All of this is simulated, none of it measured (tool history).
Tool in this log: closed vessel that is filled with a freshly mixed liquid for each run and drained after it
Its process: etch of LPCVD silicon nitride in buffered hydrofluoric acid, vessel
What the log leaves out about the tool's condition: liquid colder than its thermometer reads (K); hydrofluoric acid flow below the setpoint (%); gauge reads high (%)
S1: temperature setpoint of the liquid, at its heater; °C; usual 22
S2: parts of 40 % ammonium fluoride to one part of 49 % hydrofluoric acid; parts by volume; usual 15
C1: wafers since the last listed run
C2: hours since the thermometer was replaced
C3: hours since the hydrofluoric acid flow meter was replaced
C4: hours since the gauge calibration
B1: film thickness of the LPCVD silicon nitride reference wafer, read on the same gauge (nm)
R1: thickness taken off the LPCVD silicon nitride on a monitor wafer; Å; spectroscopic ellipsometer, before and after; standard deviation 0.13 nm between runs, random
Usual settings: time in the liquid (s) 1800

{"run": 1, "day": 0.0, "S1": 22, "S2": 15, "time in the liquid (s)": 1800, "C1": 0, "C2": 46.2, "C3": 441.2, "C4": 324.6, "B1": 39.98, "R1": 152.4}
{"run": 2, "day": 3.392, "S1": 22, "S2": 15, "time in the liquid (s)": 1800, "C1": 2811, "C2": 127.6, "C3": 522.6, "C4": 406, "B1": 39.99, "R1": 150.2}
{"run": 3, "day": 5.6, "S1": 22, "S2": 15, "time in the liquid (s)": 1800, "C1": 1830, "C2": 180.6, "C3": 575.6, "C4": 459, "B1": 40, "R1": 147.2}
{"run": 4, "day": 7.292, "S1": 22, "S2": 15, "time in the liquid (s)": 1800, "C1": 1402, "C2": 221.2, "C3": 616.2, "C4": 499.6, "B1": 39.96, "R1": 149.3}
{"run": 5, "day": 11.462, "S1": 22, "S2": 15, "time in the liquid (s)": 1800, "C1": 3457, "C2": 321.3, "C3": 716.3, "C4": 599.7, "B1": 40, "R1": 148.8}
{"run": 6, "day": 13.388, "S1": 22, "S2": 12, "time in the liquid (s)": 1800, "C1": 1595, "C2": 367.5, "C3": 762.5, "C4": 645.9, "B1": 39.98, "R1": 180}
{"run": 7, "day": 17.083, "S1": 22, "S2": 12, "time in the liquid (s)": 1510, "C1": 3063, "C2": 456.2, "C3": 851.2, "C4": 734.6, "B1": 40.02, "R1": 152}
{"day": 17.908, "done": "gauge calibrated"}
{"run": 8, "day": 21.217, "S1": 26, "S2": 18, "time in the liquid (s)": 1205, "C1": 3425, "C2": 555.4, "C3": 950.4, "C4": 79.4, "B1": 40.01, "R1": 100.7}
{"run": 9, "day": 24.238, "S1": 22, "S2": 15, "time in the liquid (s)": 1800, "C1": 2503, "C2": 627.9, "C3": 1022.9, "C4": 151.9, "B1": 40.03, "R1": 142.1}
{"day": 27.246, "done": "thermometer replaced"}
{"run": 10, "day": 27.392, "S1": 22, "S2": 11, "time in the liquid (s)": 800, "C1": 2579, "C2": 3.5, "C3": 1098.6, "C4": 227.6, "B1": 39.99, "R1": 90.7}
{"run": 11, "day": 29.104, "S1": 18, "S2": 17, "time in the liquid (s)": 1800, "C1": 1419, "C2": 44.6, "C3": 1139.7, "C4": 268.7, "B1": 39.95, "R1": 105}
{"day": 31.262, "done": "hydrofluoric acid flow meter replaced"}
{"run": 12, "day": 33.604, "S1": 22, "S2": 15, "time in the liquid (s)": 1800, "C1": 3695, "C2": 152.6, "C3": 56.2, "C4": 376.7, "B1": 40, "R1": 149.3}
{"run": 13, "day": 37.733, "S1": 22, "S2": 15, "time in the liquid (s)": 1800, "C1": 3422, "C2": 251.7, "C3": 155.3, "C4": 475.8, "B1": 39.97, "R1": 148.7}
{"run": 14, "day": 40.279, "S1": 23.5, "S2": 18.5, "time in the liquid (s)": 1065, "C1": 2110, "C2": 312.8, "C3": 216.4, "C4": 536.9, "B1": 40.03, "R1": 77.2}

What was the tool's hidden state at every run in the log?
hydrofluoric acid flow below the setpoint (%): 0, the same for each run
gauge reads high (%): 0, the same for each run
H1: liquid colder than its thermometer reads (K)
run=1 H1=0.108
run=2 H1=0.262
run=3 H1=0.362
run=4 H1=0.439
run=5 H1=0.628
run=6 H1=0.715
run=7 H1=0.883
run=8 H1=1.07
run=9 H1=1.21
run=10 H1=0.128
run=11 H1=0.205
run=12 H1=0.41
run=13 H1=0.597
run=14 H1=0.712

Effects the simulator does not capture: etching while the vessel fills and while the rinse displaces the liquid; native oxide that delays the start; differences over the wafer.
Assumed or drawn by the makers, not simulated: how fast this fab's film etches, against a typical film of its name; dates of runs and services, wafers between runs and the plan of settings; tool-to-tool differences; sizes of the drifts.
